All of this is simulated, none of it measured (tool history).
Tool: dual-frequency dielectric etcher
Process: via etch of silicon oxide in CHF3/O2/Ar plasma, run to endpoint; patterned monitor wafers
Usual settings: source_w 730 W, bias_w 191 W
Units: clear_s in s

run,hour,source_w,bias_w,wafers since the last listed run,hours since the last wet clean,hours since the last source power generator calibration,hours since the last bias power generator calibration,hours since the last upper electrode change,"incoming incoming film thickness, nm",clear_s
1,0,730,175,0,0.5,4106.8,1638.9,5143.6,535.8,272.6
2,23.8,730,175,139,24.3,4130.6,1662.7,5167.4,532.7,268.8
3,53,730,172,170,53.5,4159.8,1691.9,5196.6,533.4,273
4,81.4,730,172,165,81.9,4188.2,1720.3,5225,533,270.6
5,147.9,730,191,388,148.4,4254.7,1786.8,5291.5,533,255.6
6,190.6,730,191,249,191.1,4297.4,1829.5,5334.2,537.1,259.7
# hour 210.6: source power generator calibrated
7,234.9,730,191,235,235.4,24.3,1873.8,5378.5,536.2,258.7
8,263.5,730,191,167,264,52.9,1902.4,5407.1,537.4,259
9,303.8,730,191,235,304.3,93.2,1942.7,5447.4,536.9,260.5
10,334.4,730,191,178,334.9,123.8,1973.3,5478,539.2,261
11,399.7,730,191,381,400.2,189.1,2038.6,5543.3,540.6,262.5
# hour 482: wet clean of the chamber
12,482.5,730,191,343,0.5,271.9,2121.4,5626.1,533.3,256.8
# hour 508.7: upper electrode replaced
13,588.4,730,191,478,106.4,377.8,2227.3,79.7,536.1,256.8
14,618.1,730,215,173,136.1,407.5,2257,109.4,540.3,243.4
15,652.9,730,191,203,170.9,442.3,2291.8,144.2,537.3,259.2
16,703.4,830,191,294,221.4,492.8,2342.3,194.7,534.3,246.3
17,765.7,660,210,363,283.7,555.1,2404.6,257,528.6,252.8
18,835.2,730,153,405,353.2,624.6,2474.1,326.5,539,296.2
# hour 861.2: wet clean of the chamber
# hour 889.4: bias power generator calibrated
19,890.9,730,191,161,29.7,680.3,1.5,382.2,531,261.1
20,917.6,900,160,155,56.4,707,28.2,408.9,533.8,267.6
21,975.3,900,160,336,114.1,764.7,85.9,466.6,537,271.2
22,1047.1,660,210,419,185.9,836.5,157.7,538.4,531.2,258.7
23,1093.1,730,147,268,231.9,882.5,203.7,584.4,536.8,306
24,1117.5,850,191,142,256.3,906.9,228.1,608.8,538.3,252.5
25,1176.8,570,219,346,315.6,966.2,287.4,668.1,532.2,267.6
26,1220.5,730,205,255,359.3,1009.9,331.1,711.8,537.5,253.5
# hour 1245.2: bias power generator calibrated, repeated, since the last time left the tool worse
27,1285.3,730,191,355,424.1,1074.7,40.1,776.6,543.2,257.6
28,1317.9,730,191,190,456.7,1107.3,72.7,809.2,533.3,254.5

Run 29 comes next. What will it give?
# hour 1354: wet clean of the chamber
29,1374.1,730,191,188,20.1,1163.5,128.9,865.4,534.4,?

Run 29 gave clear_s 255.2 s.
Without the tool's hidden state the same run would have given clear_s 255.4 s.
